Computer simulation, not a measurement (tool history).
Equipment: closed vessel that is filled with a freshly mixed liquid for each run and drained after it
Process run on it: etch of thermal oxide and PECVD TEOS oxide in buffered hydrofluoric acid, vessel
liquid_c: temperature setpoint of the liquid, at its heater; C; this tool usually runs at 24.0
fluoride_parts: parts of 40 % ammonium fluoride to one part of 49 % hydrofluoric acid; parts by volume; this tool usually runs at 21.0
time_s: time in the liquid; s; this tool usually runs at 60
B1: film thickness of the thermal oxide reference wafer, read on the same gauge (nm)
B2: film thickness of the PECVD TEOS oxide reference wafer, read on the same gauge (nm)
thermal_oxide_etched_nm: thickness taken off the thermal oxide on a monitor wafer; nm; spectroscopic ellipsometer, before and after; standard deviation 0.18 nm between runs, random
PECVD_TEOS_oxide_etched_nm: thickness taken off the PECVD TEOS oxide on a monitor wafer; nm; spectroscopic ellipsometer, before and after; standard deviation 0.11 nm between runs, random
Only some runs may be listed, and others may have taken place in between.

Run 1, day 0.000: usual settings but liquid_c 23.0 C, fluoride_parts 23.0 parts by volume; B1 30.01; B2 59.99. Result: thermal_oxide_etched_nm 28.44 nm, PECVD_TEOS_oxide_etched_nm 29.21 nm.
Run 2, day 2.996: usual settings but liquid_c 21.5 C, fluoride_parts 29.0 parts by volume, time_s 40 s; B1 30.01; B2 60.01. Result: thermal_oxide_etched_nm 14.97 nm, PECVD_TEOS_oxide_etched_nm 15.29 nm.
Run 3, day 5.396: usual settings but liquid_c 26.0 C, fluoride_parts 23.0 parts by volume; B1 30.00; B2 59.99. Result: thermal_oxide_etched_nm 33.49 nm, PECVD_TEOS_oxide_etched_nm 34.71 nm.
Run 4, day 7.204: usual settings but time_s 75 s; B1 30.02; B2 60.01. Result: thermal_oxide_etched_nm 40.22 nm, PECVD_TEOS_oxide_etched_nm 41.34 nm.
Run 5, day 9.862: usual settings but liquid_c 26.5 C; B1 30.01; B2 59.97. Result: thermal_oxide_etched_nm 36.53 nm, PECVD_TEOS_oxide_etched_nm 38.03 nm.
Run 6, day 11.325: usual settings but liquid_c 26.5 C; B1 29.98; B2 60.00. Result: thermal_oxide_etched_nm 37.06 nm, PECVD_TEOS_oxide_etched_nm 38.11 nm.
Run 7, day 13.617: usual settings but fluoride_parts 28.5 parts by volume, time_s 75 s; B1 29.99; B2 59.97. Result: thermal_oxide_etched_nm 32.66 nm, PECVD_TEOS_oxide_etched_nm 33.54 nm.
Run 8, day 15.267: usual settings but fluoride_parts 15.0 parts by volume; B1 29.99; B2 60.03. Result: thermal_oxide_etched_nm 44.18 nm, PECVD_TEOS_oxide_etched_nm 46.25 nm.
Run 9, day 17.488: usual settings but liquid_c 26.5 C, fluoride_parts 16.0 parts by volume, time_s 45 s; B1 30.02; B2 60.00. Result: thermal_oxide_etched_nm 36.06 nm, PECVD_TEOS_oxide_etched_nm 37.48 nm.
Run 10, day 19.112: usual settings but fluoride_parts 15.5 parts by volume, time_s 70 s; B1 30.01; B2 59.98. Result: thermal_oxide_etched_nm 51.46 nm, PECVD_TEOS_oxide_etched_nm 52.51 nm.
Run 11, day 21.025: usual settings but liquid_c 22.0 C; B1 29.98; B2 59.99. Result: thermal_oxide_etched_nm 29.25 nm, PECVD_TEOS_oxide_etched_nm 29.99 nm.
Run 12, day 22.579: usual settings but fluoride_parts 19.0 parts by volume; B1 30.00; B2 60.01. Result: thermal_oxide_etched_nm 35.62 nm, PECVD_TEOS_oxide_etched_nm 36.62 nm.
Run 13, day 24.112: usual settings but liquid_c 19.5 C, fluoride_parts 17.0 parts by volume, time_s 85 s; B1 30.00; B2 60.02. Result: thermal_oxide_etched_nm 44.59 nm, PECVD_TEOS_oxide_etched_nm 45.48 nm.
Run 14, day 25.483: usual settings but fluoride_parts 25.5 parts by volume; B1 30.00; B2 60.01. Result: thermal_oxide_etched_nm 28.28 nm, PECVD_TEOS_oxide_etched_nm 29.42 nm.
Run 15, day 28.458: usual settings but liquid_c 25.5 C, fluoride_parts 18.5 parts by volume, time_s 35 s; B1 29.99; B2 60.00. Result: thermal_oxide_etched_nm 23.24 nm, PECVD_TEOS_oxide_etched_nm 24.09 nm.
Run 16, day 30.825: usual settings but liquid_c 22.5 C, fluoride_parts 14.5 parts by volume, time_s 85 s; B1 29.99; B2 60.02. Result: thermal_oxide_etched_nm 61.44 nm, PECVD_TEOS_oxide_etched_nm 63.37 nm.
Run 17, day 33.038: usual settings but liquid_c 26.5 C, fluoride_parts 24.5 parts by volume, time_s 85 s; B1 30.00; B2 59.99. Result: thermal_oxide_etched_nm 47.83 nm, PECVD_TEOS_oxide_etched_nm 49.09 nm.
Run 18, day 35.529: usual settings but fluoride_parts 24.5 parts by volume; B1 30.03; B2 60.02. Result: thermal_oxide_etched_nm 29.72 nm, PECVD_TEOS_oxide_etched_nm 30.54 nm.
Run 19, day 38.396: usual settings; B1 30.00; B2 60.00. Result: thermal_oxide_etched_nm 31.93 nm, PECVD_TEOS_oxide_etched_nm 32.65 nm.
Run 20, day 40.221: usual settings but liquid_c 22.5 C; B1 30.01; B2 60.01. Result: thermal_oxide_etched_nm 29.00 nm, PECVD_TEOS_oxide_etched_nm 30.02 nm.
Run 21, day 41.388: usual settings but liquid_c 26.0 C; B1 30.02; B2 59.98. Result: thermal_oxide_etched_nm 35.12 nm, PECVD_TEOS_oxide_etched_nm 36.57 nm.
Run 22, day 43.233: usual settings but liquid_c 25.5 C; B1 30.03; B2 60.00. Result: thermal_oxide_etched_nm 34.50 nm, PECVD_TEOS_oxide_etched_nm 35.65 nm.
Run 23, day 44.992: usual settings; B1 29.97; B2 59.99. Result: thermal_oxide_etched_nm 31.87 nm, PECVD_TEOS_oxide_etched_nm 32.78 nm.
Run 24, day 46.708: usual settings but liquid_c 20.5 C, fluoride_parts 26.0 parts by volume; B1 29.99; B2 60.00. Result: thermal_oxide_etched_nm 22.81 nm, PECVD_TEOS_oxide_etched_nm 23.56 nm.
Run 25, day 48.108: usual settings but fluoride_parts 25.0 parts by volume; B1 30.01; B2 60.00. Result: thermal_oxide_etched_nm 28.43 nm, PECVD_TEOS_oxide_etched_nm 29.32 nm.

Withheld: 3 entries from between the runs. Position of each, and hidden state at the listed run before versus the listed run after:
Runs 5 to 6: gauge calibrated (day 10.425)
  hydrofluoric acid flow above the setpoint (%): 2.95 -> 3.12
  measured less the result without the state, thermal_oxide_etched_nm: +0.72 -> +0.77 nm; PECVD_TEOS_oxide_etched_nm: +0.75 -> +0.80 nm
Runs 10 to 11: thermometer replaced (day 19.475)
  hydrofluoric acid flow above the setpoint (%): 4.04 -> 4.26
  measured less the result without the state, thermal_oxide_etched_nm: +1.97 -> +0.83 nm; PECVD_TEOS_oxide_etched_nm: +2.01 -> +0.85 nm
Runs 18 to 19: hydrofluoric acid flow meter replaced (day 37.458)
  hydrofluoric acid flow above the setpoint (%): 5.97 -> 0.727
  measured less the result without the state, thermal_oxide_etched_nm: +1.16 -> +0.15 nm; PECVD_TEOS_oxide_etched_nm: +1.19 -> +0.16 nm

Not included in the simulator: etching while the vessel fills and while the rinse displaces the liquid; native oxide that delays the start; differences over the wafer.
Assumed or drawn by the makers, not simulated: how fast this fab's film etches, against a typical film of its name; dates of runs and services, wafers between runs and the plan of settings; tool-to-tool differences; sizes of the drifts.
